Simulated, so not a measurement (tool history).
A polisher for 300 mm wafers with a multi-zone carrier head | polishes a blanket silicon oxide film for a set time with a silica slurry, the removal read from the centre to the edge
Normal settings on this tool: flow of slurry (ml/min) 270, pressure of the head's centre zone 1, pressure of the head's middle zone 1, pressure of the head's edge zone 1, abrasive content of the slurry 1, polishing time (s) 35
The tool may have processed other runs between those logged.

| run | hour | flow of slurry (ml/min) | pressure of the head's centre zone | pressure of the head's middle zone | pressure of the head's edge zone | abrasive content of the slurry | polishing time (s) | incoming thickness of the incoming film, nm | film removed at the wafer's centre (nm) | film removed at mid-radius (nm) | film removed at the wafer's edge (nm) |
|---|---|---|---|---|---|---|---|---|---|---|---|
| 1 | 0 | 335 | 1 | 1 | 1 | 1 | 45 | 1879.6 | 184.4 | 185.6 | 189.5 |
| 2 | 88.8 | 270 | 1 | 1 | 1 | 1 | 35 | 1817.4 | 135.5 | 142.1 | 144.9 |
| 3 | 180.3 | 270 | 1 | 1.04 | 0.89 | 1 | 25 | 1857.7 | 96.1 | 102.8 | 97.7 |
| 4 | 280.5 | 270 | 1 | 0.92 | 1 | 1 | 35 | 1885 | 130.2 | 132.1 | 144 |
|  | 329.8 | slurry nozzle cleaned |
| 5 | 367.6 | 270 | 1 | 1 | 1 | 1 | 35 | 1902.3 | 128.9 | 140.6 | 144.4 |
|  | 380.8 | centre zone pressure recalibrated |
| 6 | 491.6 | 270 | 1 | 1 | 1 | 1 | 35 | 1830 | 147.9 | 142.4 | 144.4 |
|  | 549 | carrier head's membrane replaced by a new one |
| 7 | 581.4 | 270 | 1 | 1 | 1 | 1 | 35 | 1844.4 | 143.1 | 139.3 | 143.4 |
|  | 635.8 | worn pad replaced by a new one |
| 8 | 646.8 | 270 | 0.92 | 1 | 1 | 1 | 35 | 1874 | 131.1 | 138.3 | 144.8 |
| 9 | 701 | 300 | 1 | 1.07 | 0.88 | 1 | 31 | 1884.1 | 129.1 | 131 | 120.7 |
| 10 | 745.9 | 270 | 1 | 1 | 1 | 1 | 35 | 1865.5 | 139.1 | 140.4 | 143 |
|  | 795.1 | edge zone pressure recalibrated |
| 11 | 836.2 | 270 | 1.11 | 1 | 0.89 | 1.1 | 35 | 1890.4 | 162 | 147.2 | 146.6 |
| 12 | 891.3 | 270 | 1 | 0.93 | 0.89 | 1 | 35 | 1863.2 | 136.2 | 133 | 135.2 |
| 13 | 958.5 | 270 | 0.95 | 1.09 | 1 | 1 | 35 | 1865.9 | 129.2 | 153.7 | 149.9 |
| 14 | 1053.2 | 270 | 1 | 1 | 1 | 1 | 35 | 1860.3 | 136.6 | 137.7 | 143.9 |
| 15 | 1146.5 | 270 | 1 | 1 | 0.94 | 1 | 35 | 1847.5 | 128.6 | 142.5 | 144.2 |
|  | 1167.4 | slurry nozzle cleaned |
| 16 | 1182.9 | 270 | 1.04 | 0.97 | 1 | 1 | 35 | 1826.7 | 129.8 | 136.3 | 144.4 |
|  | 1260.5 | centre zone pressure recalibrated |
| 17 | 1285.9 | 270 | 0.9 | 1.04 | 1 | 1 | 35 | 1849.5 | 131.7 | 144.1 | 147.1 |
|  | 1351.4 | worn pad replaced by a new one |
| 18 | 1371.6 | 270 | 0.89 | 1 | 1 | 0.9 | 35 | 1865.4 | 122.3 | 133.3 | 135.4 |
| 19 | 1434.7 | 220 | 1 | 1 | 1.11 | 0.9 | 43 | 1874.8 | 159.2 | 161.8 | 175.6 |
| 20 | 1541.6 | 270 | 1 | 1 | 1 | 1 | 35 | 1887 | 141.9 | 139.8 | 143.7 |
| 21 | 1610.7 | 205 | 1 | 1 | 1 | 1 | 35 | 1877.8 | 131.5 | 132.5 | 138.5 |

Here are 4 independent what-if runs from the current tool condition. What would each one return?
| A | 1611.1 | 270 | 1 | 1 | 1 | 1.25 | 35 | 1867.5 | ? | ? | ? |
| B | 1611.1 | 270 | 1 | 1 | 0.91 | 1 | 40 | 1867.5 | ? | ? | ? |
| C | 1611.1 | 270 | 1 | 1.1 | 1 | 1.2 | 35 | 1867.5 | ? | ? | ? |
| D | 1611.1 | 270 | 0.92 | 0.91 | 1 | 1 | 35 | 1867.5 | ? | ? | ? |

| run | film removed at the wafer's centre (nm) | film removed at mid-radius (nm) | film removed at the wafer's edge (nm) |
|---|---|---|---|
| A | 148.1 | 153.1 | 157.9 |
| B | 153 | 158.2 | 156 |
| C | 145.6 | 163.1 | 155 |
| D | 123.7 | 127.9 | 142.9 |
Take away the tool's hidden state, keep each run's random variation, and the runs would have read:
| run | film removed at the wafer's centre (nm) | film removed at mid-radius (nm) | film removed at the wafer's edge (nm) |
|---|---|---|---|
| A | 154 | 153 | 157.9 |
| B | 159.2 | 158.1 | 156 |
| C | 151.5 | 163.1 | 155 |
| D | 128.8 | 127.9 | 142.9 |

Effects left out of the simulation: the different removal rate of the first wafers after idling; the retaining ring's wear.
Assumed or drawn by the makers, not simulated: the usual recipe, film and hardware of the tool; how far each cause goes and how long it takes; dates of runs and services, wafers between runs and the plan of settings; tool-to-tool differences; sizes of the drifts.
